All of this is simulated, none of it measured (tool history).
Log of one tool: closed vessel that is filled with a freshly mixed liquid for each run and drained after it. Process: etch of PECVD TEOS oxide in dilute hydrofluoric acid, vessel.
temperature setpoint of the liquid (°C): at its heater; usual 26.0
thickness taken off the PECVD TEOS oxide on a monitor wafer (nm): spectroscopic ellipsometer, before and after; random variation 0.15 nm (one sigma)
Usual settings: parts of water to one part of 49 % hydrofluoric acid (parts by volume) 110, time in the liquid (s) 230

run	hour	temperature setpoint of the liquid (°C)	parts of water to one part of 49 % hydrofluoric acid (parts by volume)	time in the liquid (s)	wafers since the last listed run	hours since the thermometer was replaced	hours since the hydrofluoric acid flow meter was replaced	hours since the gauge calibration	read-back film thickness of the PECVD TEOS oxide reference wafer, read on the same gauge (nm)	thickness taken off the PECVD TEOS oxide on a monitor wafer (nm)
1	0.0	22.5	110	160	0	1991.3	401.0	23.7	109.99	14.44
2	17.7	22.5	110	160	1730	2009.0	418.7	41.4	110.01	14.33
3	41.8	22.5	110	160	2355	2033.1	442.8	65.5	109.98	14.35
4	75.2	29.0	110	230	3265	2066.5	476.2	98.9	110.02	26.43
5	109.9	29.0	110	230	3392	2101.2	510.9	133.6	109.99	26.65
6	128.4	26.0	110	230	1808	2119.7	529.4	152.1	109.98	24.06
7	161.9	26.0	110	230	3274	2153.2	562.9	185.6	110.02	23.70
8	193.4	26.0	110	230	3079	2184.7	594.4	217.1	109.97	24.13
# hour 207.6: hydrofluoric acid flow meter replaced
9	221.8	28.0	145	125	2678	2213.1	14.2	245.5	109.98	10.71
10	237.6	29.5	110	230	1544	2228.9	30.0	261.3	110.00	28.95
11	273.2	26.0	110	305	3480	2264.5	65.6	296.9	110.02	33.23
# hour 282.9: thermometer replaced
# hour 287.4: hydrofluoric acid flow meter replaced, repeated, since the last time left the tool worse
# hour 318.6: gauge calibrated
12	357.5	29.5	160	230	8045	74.6	70.1	38.9	109.96	16.82
13	389.8	26.0	110	230	3157	106.9	102.4	71.2	109.97	22.80
14	417.3	28.5	65	320	2688	134.4	129.9	98.7	110.01	62.39

3 ways to go on from here, each from the tool as it stands after run 14. What would each give?
A	418.0	30.0	110	230	68	135.1	130.6	99.4	?	?
B	418.0	21.5	145	230	68	135.1	130.6	99.4	?	?
C	418.0	28.0	95	140	68	135.1	130.6	99.4	?	?

run	read-back film thickness of the PECVD TEOS oxide reference wafer, read on the same gauge (nm)	thickness taken off the PECVD TEOS oxide on a monitor wafer (nm)
A	110.03	26.76
B	110.03	14.05
C	110.03	17.84
Without the tool's hidden state the same runs would have given:
run	thickness taken off the PECVD TEOS oxide on a monitor wafer (nm)
A	26.29
B	13.81
C	17.54
